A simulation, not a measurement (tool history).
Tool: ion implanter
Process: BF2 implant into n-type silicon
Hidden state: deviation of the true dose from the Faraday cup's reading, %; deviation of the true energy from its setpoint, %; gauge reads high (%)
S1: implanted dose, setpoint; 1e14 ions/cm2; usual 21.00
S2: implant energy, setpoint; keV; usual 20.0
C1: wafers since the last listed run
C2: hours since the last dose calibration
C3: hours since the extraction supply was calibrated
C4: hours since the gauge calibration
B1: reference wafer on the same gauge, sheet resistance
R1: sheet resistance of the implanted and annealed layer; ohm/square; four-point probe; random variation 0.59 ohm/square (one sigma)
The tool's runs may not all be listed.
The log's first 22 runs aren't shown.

run	day	S1	S2	C1	C2	C3	C4	B1	R1
23	73.117	21.00	20.0	944	611.7	1057.1	3274.6	219.09	217.48
# day 74.929: gauge calibrated
24	76.754	24.13	23.0	930	699.0	1144.4	43.8	218.96	197.79
25	81.229	21.00	20.0	1144	806.4	1251.8	151.2	219.13	217.20
26	83.792	18.39	25.0	655	867.9	1313.3	212.7	218.83	194.76
27	86.979	21.00	20.0	815	944.4	1389.8	289.2	219.06	216.72
28	89.508	21.00	26.5	646	1005.1	1450.5	349.9	219.03	183.86
29	93.817	16.95	17.5	1102	1108.5	1553.9	453.3	219.12	239.98
30	96.958	25.32	14.5	803	1183.9	1629.3	528.7	218.87	252.18
31	98.858	21.00	20.0	486	1229.5	1674.9	574.3	218.91	216.61
32	102.829	21.00	20.0	1015	1324.8	1770.2	669.6	219.01	217.94
33	106.825	14.96	26.0	1022	1420.7	1866.1	765.5	219.03	193.78
34	109.142	14.85	25.0	592	1476.3	1921.7	821.1	218.96	199.43
35	112.583	16.55	16.5	880	1558.9	2004.3	903.7	219.12	248.70
36	114.096	15.70	15.5	386	1595.2	2040.6	940.0	219.10	258.37

Forecast each of these 5 alternatives for the next run:
A	114.112	15.24	20.0	4	1595.6	2041.0	940.4	?	?
B	114.112	17.80	25.0	4	1595.6	2041.0	940.4	?	?
C	114.112	22.65	13.0	4	1595.6	2041.0	940.4	?	?
D	114.112	26.28	25.5	4	1595.6	2041.0	940.4	?	?
E	114.112	16.42	23.0	4	1595.6	2041.0	940.4	?	?

run	B1	R1
A	218.99	226.08
B	218.99	194.98
C	218.99	271.09
D	218.99	184.36
E	218.99	206.73
Without the tool's hidden state the same runs would have given:
run	R1
A	229.55
B	198.08
C	274.85
D	187.26
E	209.98
